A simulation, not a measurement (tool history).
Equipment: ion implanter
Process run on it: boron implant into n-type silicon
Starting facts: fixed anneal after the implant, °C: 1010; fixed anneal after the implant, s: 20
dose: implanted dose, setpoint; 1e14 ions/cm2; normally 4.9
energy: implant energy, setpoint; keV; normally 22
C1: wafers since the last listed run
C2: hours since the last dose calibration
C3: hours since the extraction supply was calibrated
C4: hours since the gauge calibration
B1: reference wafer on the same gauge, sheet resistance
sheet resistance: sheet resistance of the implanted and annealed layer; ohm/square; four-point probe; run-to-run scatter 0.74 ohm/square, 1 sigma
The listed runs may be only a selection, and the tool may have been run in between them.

{"run": 1, "day": 0.0, "dose": 5.6, "energy": 17, "C1": 0, "C2": 1507.2, "C3": 4742.4, "C4": 179.3, "B1": 233.2, "sheet resistance": 197.94}
{"run": 2, "day": 1.329, "dose": 5.6, "energy": 17, "C1": 560, "C2": 1539.1, "C3": 4774.3, "C4": 211.2, "B1": 232.92, "sheet resistance": 197.02}
{"run": 3, "day": 2.588, "dose": 5.6, "energy": 17, "C1": 530, "C2": 1569.3, "C3": 4804.5, "C4": 241.4, "B1": 233.08, "sheet resistance": 197.75}
{"run": 4, "day": 3.592, "dose": 4.41, "energy": 25, "C1": 423, "C2": 1593.4, "C3": 4828.6, "C4": 265.5, "B1": 233.22, "sheet resistance": 232.16}
{"run": 5, "day": 4.408, "dose": 4.41, "energy": 25, "C1": 344, "C2": 1613, "C3": 4848.2, "C4": 285.1, "B1": 232.99, "sheet resistance": 230.4}
{"run": 6, "day": 8.158, "dose": 4.9, "energy": 22, "C1": 1582, "C2": 1703, "C3": 4938.2, "C4": 375.1, "B1": 233.07, "sheet resistance": 215.37}
{"run": 7, "day": 8.892, "dose": 4.9, "energy": 22, "C1": 309, "C2": 1720.6, "C3": 4955.8, "C4": 392.7, "B1": 232.88, "sheet resistance": 214.47}
{"run": 8, "day": 9.783, "dose": 5.2, "energy": 22, "C1": 376, "C2": 1742, "C3": 4977.2, "C4": 414.1, "B1": 233.02, "sheet resistance": 206.21}
{"run": 9, "day": 10.412, "dose": 5.2, "energy": 22, "C1": 265, "C2": 1757.1, "C3": 4992.3, "C4": 429.2, "B1": 233.18, "sheet resistance": 206.13}
{"run": 10, "day": 11.821, "dose": 4.9, "energy": 22, "C1": 594, "C2": 1790.9, "C3": 5026.1, "C4": 463, "B1": 233.02, "sheet resistance": 215.69}
{"run": 11, "day": 13.029, "dose": 4.9, "energy": 22, "C1": 509, "C2": 1819.9, "C3": 5055.1, "C4": 492, "B1": 233.01, "sheet resistance": 216.03}
{"run": 12, "day": 14.242, "dose": 4.9, "energy": 22, "C1": 511, "C2": 1849, "C3": 5084.2, "C4": 521.1, "B1": 232.82, "sheet resistance": 215.1}
{"day": 15.683, "done": "extraction supply calibrated"}
{"run": 13, "day": 15.704, "dose": 4.9, "energy": 22, "C1": 476, "C2": 1884.1, "C3": 0.5, "C4": 556.2, "B1": 233.09, "sheet resistance": 216.61}
{"run": 14, "day": 16.904, "dose": 4.9, "energy": 22, "C1": 506, "C2": 1912.9, "C3": 29.3, "C4": 585, "B1": 233.08, "sheet resistance": 216.57}
{"run": 15, "day": 17.942, "dose": 4.9, "energy": 22, "C1": 437, "C2": 1937.8, "C3": 54.2, "C4": 609.9, "B1": 232.73, "sheet resistance": 216.69}
{"run": 16, "day": 18.979, "dose": 4.9, "energy": 22, "C1": 437, "C2": 1962.7, "C3": 79.1, "C4": 634.8, "B1": 232.85, "sheet resistance": 216.6}
{"run": 17, "day": 19.867, "dose": 4.9, "energy": 22, "C1": 374, "C2": 1984, "C3": 100.4, "C4": 656.1, "B1": 233.02, "sheet resistance": 215.51}
{"day": 21.254, "done": "gauge calibrated"}
{"run": 18, "day": 21.946, "dose": 4.9, "energy": 22, "C1": 877, "C2": 2033.9, "C3": 150.3, "C4": 16.6, "B1": 233.02, "sheet resistance": 216.44}
{"run": 19, "day": 23.158, "dose": 5.34, "energy": 22, "C1": 511, "C2": 2063, "C3": 179.4, "C4": 45.7, "B1": 233.03, "sheet resistance": 203.04}
{"run": 20, "day": 23.7, "dose": 5.43, "energy": 15, "C1": 228, "C2": 2076, "C3": 192.4, "C4": 58.7, "B1": 233.14, "sheet resistance": 206.48}
{"run": 21, "day": 24.738, "dose": 4.9, "energy": 25, "C1": 437, "C2": 2100.9, "C3": 217.3, "C4": 83.6, "B1": 232.88, "sheet resistance": 214.67}
{"run": 22, "day": 25.304, "dose": 5.81, "energy": 26.5, "C1": 239, "C2": 2114.5, "C3": 230.9, "C4": 97.2, "B1": 232.98, "sheet resistance": 185.25}
{"run": 23, "day": 26.258, "dose": 3.9, "energy": 24, "C1": 402, "C2": 2137.4, "C3": 253.8, "C4": 120.1, "B1": 232.9, "sheet resistance": 257.98}
{"run": 24, "day": 27.471, "dose": 3.66, "energy": 22, "C1": 511, "C2": 2166.5, "C3": 282.9, "C4": 149.2, "B1": 233.04, "sheet resistance": 274.94}
{"day": 28.088, "done": "Faraday cup replaced and dose calibrated"}
{"run": 25, "day": 28.108, "dose": 4.9, "energy": 27, "C1": 128, "C2": 0.5, "C3": 298.2, "C4": 164.5, "B1": 232.95, "sheet resistance": 204.64}
{"run": 26, "day": 29.108, "dose": 4.9, "energy": 22, "C1": 421, "C2": 24.5, "C3": 322.2, "C4": 188.5, "B1": 232.95, "sheet resistance": 208.96}
{"run": 27, "day": 32.358, "dose": 5.76, "energy": 15, "C1": 1371, "C2": 102.5, "C3": 400.2, "C4": 266.5, "B1": 233.02, "sheet resistance": 189.57}
{"run": 28, "day": 33.017, "dose": 4.9, "energy": 22, "C1": 277, "C2": 118.3, "C3": 416, "C4": 282.3, "B1": 233.16, "sheet resistance": 208.78}
{"run": 29, "day": 34.192, "dose": 4.19, "energy": 16, "C1": 495, "C2": 146.5, "C3": 444.2, "C4": 310.5, "B1": 233, "sheet resistance": 245.16}
{"run": 30, "day": 34.708, "dose": 4.9, "energy": 22, "C1": 218, "C2": 158.9, "C3": 456.6, "C4": 322.9, "B1": 232.86, "sheet resistance": 209.37}
{"run": 31, "day": 35.242, "dose": 4.9, "energy": 22, "C1": 225, "C2": 171.7, "C3": 469.4, "C4": 335.7, "B1": 232.89, "sheet resistance": 209.09}
{"run": 32, "day": 36.3, "dose": 4.27, "energy": 28.5, "C1": 446, "C2": 197.1, "C3": 494.8, "C4": 361.1, "B1": 232.82, "sheet resistance": 228.78}
{"run": 33, "day": 36.8, "dose": 3.99, "energy": 22, "C1": 210, "C2": 209.1, "C3": 506.8, "C4": 373.1, "B1": 233, "sheet resistance": 247.65}
{"run": 34, "day": 37.717, "dose": 5.6, "energy": 17, "C1": 386, "C2": 231.1, "C3": 528.8, "C4": 395.1, "B1": 232.95, "sheet resistance": 193.73}
{"run": 35, "day": 38.812, "dose": 5.41, "energy": 25.5, "C1": 462, "C2": 257.4, "C3": 555.1, "C4": 421.4, "B1": 232.99, "sheet resistance": 190.97}
{"run": 36, "day": 39.95, "dose": 3.54, "energy": 24, "C1": 479, "C2": 284.7, "C3": 582.4, "C4": 448.7, "B1": 232.98, "sheet resistance": 270.41}

Predict each of these 3 candidate next runs independently; none follows another, all start after run 36:
{"run": "A", "day": 39.967, "dose": 5.89, "energy": 22, "C1": 7, "C2": 285.1, "C3": 582.8, "C4": 449.1, "B1": "?", "sheet resistance": "?"}
{"run": "B", "day": 39.967, "dose": 5.98, "energy": 22, "C1": 7, "C2": 285.1, "C3": 582.8, "C4": 449.1, "B1": "?", "sheet resistance": "?"}
{"run": "C", "day": 39.967, "dose": 6.17, "energy": 15.5, "C1": 7, "C2": 285.1, "C3": 582.8, "C4": 449.1, "B1": "?", "sheet resistance": "?"}

run=A B1=232.98 sheet_resistance=181.73
run=B B1=232.98 sheet_resistance=179.43
run=C B1=232.98 sheet_resistance=180.47
Without the tool's hidden state the same runs would have given:
run=A sheet_resistance=180.98
run=B sheet_resistance=178.69
run=C sheet_resistance=179.72
